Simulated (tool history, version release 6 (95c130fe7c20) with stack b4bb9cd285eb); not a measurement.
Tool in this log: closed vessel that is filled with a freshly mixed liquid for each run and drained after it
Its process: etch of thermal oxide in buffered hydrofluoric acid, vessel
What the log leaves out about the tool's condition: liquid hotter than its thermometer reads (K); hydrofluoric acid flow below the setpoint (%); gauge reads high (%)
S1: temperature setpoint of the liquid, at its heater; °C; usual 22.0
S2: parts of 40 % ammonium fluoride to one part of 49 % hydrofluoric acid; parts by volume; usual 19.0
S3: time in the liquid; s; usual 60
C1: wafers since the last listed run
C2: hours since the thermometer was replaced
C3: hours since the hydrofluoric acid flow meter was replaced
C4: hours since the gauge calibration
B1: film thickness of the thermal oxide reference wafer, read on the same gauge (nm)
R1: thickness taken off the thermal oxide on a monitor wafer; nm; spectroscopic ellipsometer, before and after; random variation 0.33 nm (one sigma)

Run 1, hour 0.0: usual settings; C1 0; C2 440.7; C3 777.1; C4 720.3; B1 150.04. Result: R1 35.36 nm.
Run 2, hour 46.6: usual settings; C1 3025; C2 487.3; C3 823.7; C4 766.9; B1 150.02. Result: R1 35.21 nm.
Run 3, hour 99.2: usual settings; C1 3414; C2 539.9; C3 876.3; C4 819.5; B1 149.99. Result: R1 35.73 nm.
Run 4, hour 161.8: usual settings; C1 4064; C2 602.5; C3 938.9; C4 882.1; B1 150.00. Result: R1 35.04 nm.
Run 5, hour 214.3: usual settings; C1 3408; C2 655.0; C3 991.4; C4 934.6; B1 149.99. Result: R1 35.34 nm.
At hour 288.3: gauge calibrated.
Run 6, hour 344.3: usual settings; C1 8439; C2 785.0; C3 1121.4; C4 56.0; B1 150.04. Result: R1 36.01 nm.
Run 7, hour 370.7: usual settings; C1 1713; C2 811.4; C3 1147.8; C4 82.4; B1 149.99. Result: R1 35.74 nm.
Run 8, hour 401.2: usual settings; C1 1980; C2 841.9; C3 1178.3; C4 112.9; B1 149.95. Result: R1 35.63 nm.
Run 9, hour 439.4: usual settings but S1 25.5 °C, S2 23.0 parts by volume; C1 2480; C2 880.1; C3 1216.5; C4 151.1; B1 150.04. Result: R1 37.11 nm.
Run 10, hour 480.3: usual settings but S1 25.5 °C, S2 23.0 parts by volume; C1 2655; C2 921.0; C3 1257.4; C4 192.0; B1 150.03. Result: R1 37.03 nm.
At hour 618.2: thermometer replaced.
Run 11, hour 658.9: usual settings but S1 23.0 °C; C1 11530; C2 40.7; C3 1436.0; C4 370.6; B1 150.06. Result: R1 39.54 nm.
Run 12, hour 721.7: usual settings; C1 4077; C2 103.5; C3 1498.8; C4 433.4; B1 150.00. Result: R1 37.04 nm.
Run 13, hour 785.2: usual settings but S3 80 s; C1 4122; C2 167.0; C3 1562.3; C4 496.9; B1 150.03. Result: R1 49.62 nm.
At hour 842.6: hydrofluoric acid flow meter replaced.
At hour 966.8: thermometer replaced, repeated, since the last time left the tool worse.
Run 14, hour 986.5: usual settings but S3 80 s; C1 12939; C2 19.7; C3 143.9; C4 698.2; B1 149.96. Result: R1 45.55 nm.
Run 15, hour 1034.6: usual settings; C1 3122; C2 67.8; C3 192.0; C4 746.3; B1 150.02. Result: R1 33.99 nm.
Run 16, hour 1090.7: usual settings but S3 30 s; C1 3642; C2 123.9; C3 248.1; C4 802.4; B1 149.96. Result: R1 17.17 nm.
Run 17, hour 1181.5: usual settings but S2 23.5 parts by volume; C1 5894; C2 214.7; C3 338.9; C4 893.2; B1 149.96. Result: R1 29.90 nm.
Run 18, hour 1213.8: usual settings but S1 24.0 °C, S2 11.5 parts by volume, S3 50 s; C1 2096; C2 247.0; C3 371.2; C4 925.5; B1 149.99. Result: R1 52.86 nm.
At hour 1238.4: gauge calibrated.
Run 19, hour 1253.3: usual settings but S1 20.0 °C, S3 85 s; C1 2564; C2 286.5; C3 410.7; C4 14.9; B1 149.99. Result: R1 44.44 nm.
Run 20, hour 1315.7: usual settings but S1 17.0 °C, S2 13.5 parts by volume, S3 40 s; C1 4051; C2 348.9; C3 473.1; C4 77.3; B1 150.03. Result: R1 24.47 nm.
Run 21, hour 1363.6: usual settings; C1 3109; C2 396.8; C3 521.0; C4 125.2; B1 150.06. Result: R1 34.64 nm.
Run 22, hour 1429.2: usual settings; C1 4258; C2 462.4; C3 586.6; C4 190.8; B1 150.02. Result: R1 35.24 nm.
Run 23, hour 1484.9: usual settings but S1 18.0 °C, S2 11.5 parts by volume, S3 75 s; C1 3616; C2 518.1; C3 642.3; C4 246.5; B1 150.00. Result: R1 55.96 nm.
Run 24, hour 1536.6: usual settings; C1 3356; C2 569.8; C3 694.0; C4 298.2; B1 149.99. Result: R1 35.38 nm.
Run 25, hour 1577.9: usual settings but S2 17.0 parts by volume; C1 2681; C2 611.1; C3 735.3; C4 339.5; B1 149.99. Result: R1 39.45 nm.
Run 26, hour 1636.3: usual settings but S1 17.5 °C, S2 21.5 parts by volume, S3 85 s; C1 3791; C2 669.5; C3 793.7; C4 397.9; B1 150.01. Result: R1 35.35 nm.
Run 27, hour 1702.8: usual settings but S1 17.5 °C, S2 16.5 parts by volume, S3 75 s; C1 4317; C2 736.0; C3 860.2; C4 464.4; B1 150.02. Result: R1 39.62 nm.
Run 28, hour 1754.3: usual settings but S3 90 s; C1 3343; C2 787.5; C3 911.7; C4 515.9; B1 150.01. Result: R1 53.69 nm.
At hour 1880.7: thermometer replaced.
Run 29, hour 1956.6: usual settings but S3 70 s; C1 13068; C2 75.9; C3 1114.0; C4 718.2; B1 150.00. Result: R1 40.26 nm.

Hidden state, per run?
hydrofluoric acid flow below the setpoint (%): 0 on each run
gauge reads high (%): 0 on each run
H1: liquid hotter than its thermometer reads (K)
run      H1
  1   0.458
  2   0.494
  3   0.536
  4   0.585
  5   0.626
  6   0.729
  7    0.75
  8   0.774
  9   0.804
 10   0.836
 11    1.71
 12    1.76
 13    1.81
 14  0.0636
 15   0.101
 16   0.146
 17   0.217
 18   0.243
 19   0.274
 20   0.323
 21   0.361
 22   0.412
 23   0.456
 24   0.497
 25   0.529
 26   0.575
 27   0.628
 28   0.668
 29   0.151

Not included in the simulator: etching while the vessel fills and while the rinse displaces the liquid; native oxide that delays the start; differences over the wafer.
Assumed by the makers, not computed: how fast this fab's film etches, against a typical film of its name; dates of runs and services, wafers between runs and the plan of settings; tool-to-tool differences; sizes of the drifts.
